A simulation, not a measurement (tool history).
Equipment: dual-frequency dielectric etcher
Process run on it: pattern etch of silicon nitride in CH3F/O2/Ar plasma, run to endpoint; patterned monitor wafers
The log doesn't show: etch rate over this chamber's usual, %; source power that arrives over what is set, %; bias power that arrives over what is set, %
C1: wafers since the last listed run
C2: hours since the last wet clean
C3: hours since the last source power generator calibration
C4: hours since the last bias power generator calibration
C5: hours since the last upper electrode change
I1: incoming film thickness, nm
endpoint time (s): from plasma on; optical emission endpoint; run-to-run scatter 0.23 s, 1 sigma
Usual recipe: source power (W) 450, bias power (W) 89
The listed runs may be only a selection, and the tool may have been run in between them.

{"run": 1, "hour": 0.0, "source power (W)": 450, "bias power (W)": 89, "C1": 0, "C2": 138.9, "C3": 3550.2, "C4": 5237.9, "C5": 1517, "I1": 57, "endpoint time (s)": 77.9}
{"run": 2, "hour": 18.0, "source power (W)": 450, "bias power (W)": 89, "C1": 267, "C2": 156.9, "C3": 3568.2, "C4": 5255.9, "C5": 1535, "I1": 57.8, "endpoint time (s)": 79}
{"run": 3, "hour": 51.7, "source power (W)": 450, "bias power (W)": 89, "C1": 501, "C2": 190.6, "C3": 3601.9, "C4": 5289.6, "C5": 1568.7, "I1": 56.7, "endpoint time (s)": 77.7}
{"run": 4, "hour": 67.8, "source power (W)": 510, "bias power (W)": 89, "C1": 239, "C2": 206.7, "C3": 3618, "C4": 5305.7, "C5": 1584.8, "I1": 57.2, "endpoint time (s)": 74.6}
{"run": 5, "hour": 99.1, "source power (W)": 510, "bias power (W)": 89, "C1": 465, "C2": 238, "C3": 3649.3, "C4": 5337, "C5": 1616.1, "I1": 57.4, "endpoint time (s)": 75.2}
{"run": 6, "hour": 117.0, "source power (W)": 450, "bias power (W)": 89, "C1": 266, "C2": 255.9, "C3": 3667.2, "C4": 5354.9, "C5": 1634, "I1": 58.2, "endpoint time (s)": 79.7}
{"run": 7, "hour": 138.8, "source power (W)": 450, "bias power (W)": 89, "C1": 324, "C2": 277.7, "C3": 3689, "C4": 5376.7, "C5": 1655.8, "I1": 57.6, "endpoint time (s)": 79.2}
{"run": 8, "hour": 165.7, "source power (W)": 450, "bias power (W)": 89, "C1": 400, "C2": 304.6, "C3": 3715.9, "C4": 5403.6, "C5": 1682.7, "I1": 56.6, "endpoint time (s)": 78}
{"run": 9, "hour": 182.2, "source power (W)": 450, "bias power (W)": 97, "C1": 245, "C2": 321.1, "C3": 3732.4, "C4": 5420.1, "C5": 1699.2, "I1": 57.7, "endpoint time (s)": 77.9}
{"hour": 226.1, "done": "wet clean of the chamber"}
{"run": 10, "hour": 226.6, "source power (W)": 450, "bias power (W)": 97, "C1": 303, "C2": 0.5, "C3": 3776.8, "C4": 5464.5, "C5": 1743.6, "I1": 57.5, "endpoint time (s)": 76.7}
{"run": 11, "hour": 234.3, "source power (W)": 450, "bias power (W)": 89, "C1": 114, "C2": 8.2, "C3": 3784.5, "C4": 5472.2, "C5": 1751.3, "I1": 57.4, "endpoint time (s)": 77.6}
{"run": 12, "hour": 257.9, "source power (W)": 450, "bias power (W)": 73, "C1": 350, "C2": 31.8, "C3": 3808.1, "C4": 5495.8, "C5": 1774.9, "I1": 57.1, "endpoint time (s)": 79.8}
{"run": 13, "hour": 281.6, "source power (W)": 450, "bias power (W)": 81, "C1": 352, "C2": 55.5, "C3": 3831.8, "C4": 5519.5, "C5": 1798.6, "I1": 56.8, "endpoint time (s)": 78.2}
{"hour": 293.5, "done": "bias power generator calibrated"}
{"run": 14, "hour": 316.0, "source power (W)": 450, "bias power (W)": 89, "C1": 452, "C2": 89.9, "C3": 3866.2, "C4": 22.5, "C5": 1833, "I1": 57, "endpoint time (s)": 77.4}
{"run": 15, "hour": 346.2, "source power (W)": 450, "bias power (W)": 89, "C1": 449, "C2": 120.1, "C3": 3896.4, "C4": 52.7, "C5": 1863.2, "I1": 57.7, "endpoint time (s)": 78.4}
{"hour": 378.6, "done": "upper electrode replaced"}
{"run": 16, "hour": 381.2, "source power (W)": 450, "bias power (W)": 89, "C1": 163, "C2": 155.1, "C3": 3931.4, "C4": 87.7, "C5": 2.6, "I1": 56.5, "endpoint time (s)": 77.2}
{"run": 17, "hour": 400.7, "source power (W)": 420, "bias power (W)": 89, "C1": 289, "C2": 174.6, "C3": 3950.9, "C4": 107.2, "C5": 22.1, "I1": 57.6, "endpoint time (s)": 80.9}
{"run": 18, "hour": 436.3, "source power (W)": 350, "bias power (W)": 73, "C1": 529, "C2": 210.2, "C3": 3986.5, "C4": 142.8, "C5": 57.7, "I1": 57.5, "endpoint time (s)": 90.2}
{"run": 19, "hour": 456.7, "source power (W)": 510, "bias power (W)": 74, "C1": 303, "C2": 230.6, "C3": 4006.9, "C4": 163.2, "C5": 78.1, "I1": 57.4, "endpoint time (s)": 76.9}
{"run": 20, "hour": 478.2, "source power (W)": 530, "bias power (W)": 70, "C1": 319, "C2": 252.1, "C3": 4028.4, "C4": 184.7, "C5": 99.6, "I1": 57.1, "endpoint time (s)": 75.7}
{"run": 21, "hour": 509.9, "source power (W)": 350, "bias power (W)": 89, "C1": 471, "C2": 283.8, "C3": 4060.1, "C4": 216.4, "C5": 131.3, "I1": 57.3, "endpoint time (s)": 87.4}
{"hour": 520.6, "done": "source power generator calibrated"}
{"run": 22, "hour": 544.6, "source power (W)": 480, "bias power (W)": 96, "C1": 456, "C2": 318.5, "C3": 24, "C4": 251.1, "C5": 166, "I1": 57, "endpoint time (s)": 75.4}
{"run": 23, "hour": 561.8, "source power (W)": 350, "bias power (W)": 89, "C1": 255, "C2": 335.7, "C3": 41.2, "C4": 268.3, "C5": 183.2, "I1": 57.7, "endpoint time (s)": 88.1}
{"hour": 593.0, "done": "wet clean of the chamber"}
{"run": 24, "hour": 593.5, "source power (W)": 540, "bias power (W)": 80, "C1": 114, "C2": 0.5, "C3": 72.9, "C4": 300, "C5": 214.9, "I1": 57, "endpoint time (s)": 72.3}
{"run": 25, "hour": 609.7, "source power (W)": 480, "bias power (W)": 89, "C1": 240, "C2": 16.7, "C3": 89.1, "C4": 316.2, "C5": 231.1, "I1": 57, "endpoint time (s)": 74.6}
{"run": 26, "hour": 636.1, "source power (W)": 450, "bias power (W)": 89, "C1": 392, "C2": 43.1, "C3": 115.5, "C4": 342.6, "C5": 257.5, "I1": 57.4, "endpoint time (s)": 77.6}
{"run": 27, "hour": 655.0, "source power (W)": 540, "bias power (W)": 74, "C1": 281, "C2": 62, "C3": 134.4, "C4": 361.5, "C5": 276.4, "I1": 57.1, "endpoint time (s)": 73.8}
{"run": 28, "hour": 685.3, "source power (W)": 510, "bias power (W)": 89, "C1": 450, "C2": 92.3, "C3": 164.7, "C4": 391.8, "C5": 306.7, "I1": 56.9, "endpoint time (s)": 73}
{"run": 29, "hour": 719.0, "source power (W)": 360, "bias power (W)": 95, "C1": 501, "C2": 126, "C3": 198.4, "C4": 425.5, "C5": 340.4, "I1": 57.6, "endpoint time (s)": 84.4}
{"run": 30, "hour": 735.5, "source power (W)": 420, "bias power (W)": 81, "C1": 245, "C2": 142.5, "C3": 214.9, "C4": 442, "C5": 356.9, "I1": 57.3, "endpoint time (s)": 81.2}
{"run": 31, "hour": 756.3, "source power (W)": 450, "bias power (W)": 89, "C1": 309, "C2": 163.3, "C3": 235.7, "C4": 462.8, "C5": 377.7, "I1": 56.9, "endpoint time (s)": 77.2}
{"run": 32, "hour": 770.8, "source power (W)": 520, "bias power (W)": 71, "C1": 215, "C2": 177.8, "C3": 250.2, "C4": 477.3, "C5": 392.2, "I1": 57.1, "endpoint time (s)": 76.2}
{"run": 33, "hour": 790.8, "source power (W)": 450, "bias power (W)": 80, "C1": 297, "C2": 197.8, "C3": 270.2, "C4": 497.3, "C5": 412.2, "I1": 56.8, "endpoint time (s)": 78.8}
{"run": 34, "hour": 843.9, "source power (W)": 480, "bias power (W)": 78, "C1": 789, "C2": 250.9, "C3": 323.3, "C4": 550.4, "C5": 465.3, "I1": 57.6, "endpoint time (s)": 78.2}

What if the next run were any one of these 5? Each begins from the tool's condition after run 34:
{"run": "A", "hour": 844.3, "source power (W)": 520, "bias power (W)": 89, "C1": 5, "C2": 251.3, "C3": 323.7, "C4": 550.8, "C5": 465.7, "I1": 57.4, "endpoint time (s)": "?"}
{"run": "B", "hour": 844.3, "source power (W)": 450, "bias power (W)": 69, "C1": 5, "C2": 251.3, "C3": 323.7, "C4": 550.8, "C5": 465.7, "I1": 57.4, "endpoint time (s)": "?"}
{"run": "C", "hour": 844.3, "source power (W)": 450, "bias power (W)": 110, "C1": 5, "C2": 251.3, "C3": 323.7, "C4": 550.8, "C5": 465.7, "I1": 57.4, "endpoint time (s)": "?"}
{"run": "D", "hour": 844.3, "source power (W)": 510, "bias power (W)": 71, "C1": 5, "C2": 251.3, "C3": 323.7, "C4": 550.8, "C5": 465.7, "I1": 57.4, "endpoint time (s)": "?"}
{"run": "E", "hour": 844.3, "source power (W)": 540, "bias power (W)": 97, "C1": 5, "C2": 251.3, "C3": 323.7, "C4": 550.8, "C5": 465.7, "I1": 57.4, "endpoint time (s)": "?"}

run=A endpoint_time_(s)=73.9
run=B endpoint_time_(s)=81.8
run=C endpoint_time_(s)=75.3
run=D endpoint_time_(s)=77.4
run=E endpoint_time_(s)=71.7
Stripped of hidden state, with their random variation kept, the same runs would have yielded:
run=A endpoint_time_(s)=73.1
run=B endpoint_time_(s)=80.9
run=C endpoint_time_(s)=74.5
run=D endpoint_time_(s)=76.5
run=E endpoint_time_(s)=70.9
